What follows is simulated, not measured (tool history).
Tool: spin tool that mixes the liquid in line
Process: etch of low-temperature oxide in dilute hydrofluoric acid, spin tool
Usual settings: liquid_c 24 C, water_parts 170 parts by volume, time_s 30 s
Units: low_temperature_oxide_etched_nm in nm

run,hour,liquid_c,water_parts,time_s,wafers since the last listed run,hours since the thermometer was replaced,hours since the hydrofluoric acid flow meter was replaced,hours since the gauge calibration,"read-back film thickness of the low-temperature oxide reference wafer, read on the same gauge (nm)",low_temperature_oxide_etched_nm
1,0,24,170,30,0,435.4,773.2,1146.8,136.559,4.638
2,48.6,24,170,30,491,484,821.8,1195.4,136.782,4.644
# hour 74.4: thermometer replaced
3,127.4,24,170,30,787,53,900.6,1274.2,137.145,4.651
4,204.1,22,170,35,776,129.7,977.3,1350.9,137.491,5.033
5,241.6,22,170,35,379,167.2,1014.8,1388.4,137.747,5.06
6,297.8,24,170,30,568,223.4,1071,1444.6,137.926,4.714
7,405.7,24,170,30,1092,331.3,1178.9,1552.5,138.467,4.707
# hour 471.3: gauge calibrated
8,510,24,170,30,1055,435.6,1283.2,38.7,129.808,4.413
9,558.2,25.5,170,30,487,483.8,1331.4,86.9,130.07,4.675
# hour 615.4: hydrofluoric acid flow meter replaced
# hour 628.6: thermometer replaced
10,649.6,26,210,30,904,21,34.2,178.3,130.491,3.703
11,734.3,24,170,30,857,105.7,118.9,263,130.911,4.449
12,814.9,28,170,30,815,186.3,199.5,343.6,131.266,5.168
13,1103.7,28.5,95,25,2923,475.1,488.3,632.4,132.599,8.763
14,1190.1,24,225,20,874,561.5,574.7,718.8,133.053,2.14
# hour 1245.4: thermometer replaced
15,1293.2,24,230,15,1033,47.8,677.8,821.9,133.527,1.575
16,1337.1,24,170,20,444,91.7,721.7,865.8,133.753,3.025

How the hidden state differs across the entries between the runs, from the last listed run before each to the first after it:
Between runs 2 and 3: thermometer replaced (hour 74.4)
  gauge reads high (%): 5.21 -> 5.5
  measured less the result without the state, low_temperature_oxide_etched_nm: +0.23 -> +0.243 nm
Between runs 7 and 8: gauge calibrated (hour 471.3)
  gauge reads high (%): 6.52 -> -0.144
  measured less the result without the state, low_temperature_oxide_etched_nm: +0.288 -> -0.006 nm
Between runs 9 and 10: hydrofluoric acid flow meter replaced (hour 615.4); thermometer replaced (hour 628.6)
  gauge reads high (%): 0.0334 -> 0.369
  measured less the result without the state, low_temperature_oxide_etched_nm: +0.002 -> +0.014 nm
Between runs 14 and 15: thermometer replaced (hour 1245.4)
  gauge reads high (%): 2.35 -> 2.73
  measured less the result without the state, low_temperature_oxide_etched_nm: +0.049 -> +0.042 nm
